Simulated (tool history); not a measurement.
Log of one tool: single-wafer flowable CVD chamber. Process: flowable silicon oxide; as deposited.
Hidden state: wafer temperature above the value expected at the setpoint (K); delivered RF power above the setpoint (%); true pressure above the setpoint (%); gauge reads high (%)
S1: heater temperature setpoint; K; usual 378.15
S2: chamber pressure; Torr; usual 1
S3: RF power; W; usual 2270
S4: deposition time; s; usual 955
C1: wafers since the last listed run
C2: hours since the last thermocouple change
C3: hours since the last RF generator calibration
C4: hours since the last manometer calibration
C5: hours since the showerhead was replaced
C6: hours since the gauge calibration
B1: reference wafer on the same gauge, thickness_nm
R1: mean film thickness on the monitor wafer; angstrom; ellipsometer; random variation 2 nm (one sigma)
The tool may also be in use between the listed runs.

run   hour      S1    S2    S3    S4  C1      C2     C3      C4      C5     C6       B1        R1
  1      0  378.15  0.83  2270   955   0  2219.6  730.7  2632.8  5924.4  306.4  633.168   5970.95
  2     15  378.15  0.83  2270   955  23  2234.6  745.7  2647.8  5939.4  321.4  632.907   5990.44
      37.8  -- showerhead replaced, of another model than before
  3   38.3  378.15     1  2270   955  23  2257.9    769  2671.1     0.5  344.7  632.585   7210.73
  4   45.1  378.15     1  2270   955  10  2264.7  775.8  2677.9     7.3  351.5  633.175   7180.64
  5   62.9  378.15     1  2270  1103  27  2282.5  793.6  2695.7    25.1  369.3   632.45    8360.4
  6   80.7  378.15     1  2270  1103  27  2300.3  811.4  2713.5    42.9  387.1  633.217   8378.12
  7   88.7  373.15  1.11  2270  1033  12  2308.3  819.4  2721.5    50.9  395.1  633.371   9883.14
  8   97.7  378.15   0.8  2045   792  14  2317.3  828.4  2730.5    59.9  404.1  632.884   5340.96
     109.9  -- RF generator calibrated
  9  113.9  378.15  1.08  2270   955  12  2333.5      4  2746.7    76.1  420.3  633.015   7575.36
     127.8  -- gauge calibrated
     149.3  -- capacitance manometer re-zeroed and calibrated
 10  149.8  378.15  1.12  2270  1082  43  2369.4   39.9     0.5     112     22  633.094   8729.14
 11  156.1  378.15     1  1995   955   9  2375.7   46.2     6.8   118.3   28.3  633.081   7197.17
 12  166.9  378.15     1  1995   955  16  2386.5     57    17.6   129.1   39.1   633.31   7189.97
 13  173.1  378.15     1  2270   955   9  2392.7   63.2    23.8   135.3   45.3  633.467   7279.64
 14  186.6  378.15  0.87  2270   907  21  2406.2   76.7    37.3   148.8   58.8  632.779   6408.85
 15  194.2  388.15     1  2270   955  11  2413.8   84.3    44.9   156.4   66.4  633.152   5109.13
 16  204.7  365.15  0.81  2140  1004  16  2424.3   94.8    55.4   166.9   76.9  633.173  10940.68
     216.8  -- thermocouple changed; heater temperature recalibrated
 17  217.3  378.15  1.18  2270   955   7     0.5  107.4      68   179.5   89.5  633.341   7561.91
 18  231.6  378.15     1  2270  1106  22    14.8  121.7    82.3   193.8  103.8  633.146   7970.27
 19  242.2  378.15  1.23  2665   955  16    25.4  132.3    92.9   204.4  114.4   632.98   7799.11
 20    254  368.15     1  2600   955  18    37.2  144.1   104.7   216.2  126.2  632.911      9978
 21  271.2  363.15     1  2270  1049  26    54.4  161.3   121.9   233.4  143.4  632.727  12959.87
 22  307.8  378.15     1  2270   955  57      91  197.9   158.5     270    180  633.066   6905.68
 23  323.6  373.15  1.07  2720   955  24   106.8  213.7   174.3   285.8  195.8  633.075   8722.14
 24  338.1  392.15     1  1970   955  22   121.3  228.2   188.8   300.3  210.3  632.941   4220.37
 25  348.5  369.15  0.85  2720   872  16   131.7  238.6   199.2   310.7  220.7  632.879   8162.56
 26  355.9  378.15  1.21  1985   955  11   139.1    246   206.6   318.1  228.1  633.172   7592.26
 27    369  378.15     1  2270   955  20   152.2  259.1   219.7   331.2  241.2  633.077    6900.7

How the hidden state differs across the entries between the runs, from the last listed run before each to the first after it:
Between runs 2 and 3: showerhead replaced, of another model than before (hour 37.8)
  wafer temperature above the value expected at the setpoint (K): -1.6 -> -1.64
  measured less the result without the state, R1: +340.3 -> +418.17 angstrom
Between runs 8 and 9: RF generator calibrated (hour 109.9)
  wafer temperature above the value expected at the setpoint (K): -1.73 -> -1.75
  measured less the result without the state, R1: +326.15 -> +469.04 angstrom
Between runs 9 and 10: gauge calibrated (hour 127.8); capacitance manometer re-zeroed and calibrated (hour 149.3)
  wafer temperature above the value expected at the setpoint (K): -1.75 -> -1.81
  measured less the result without the state, R1: +469.04 -> +557.1 angstrom
Between runs 16 and 17: thermocouple changed; heater temperature recalibrated (hour 216.8)
  wafer temperature above the value expected at the setpoint (K): -1.89 -> -0.477
  measured less the result without the state, R1: +680.68 -> +130.12 angstrom
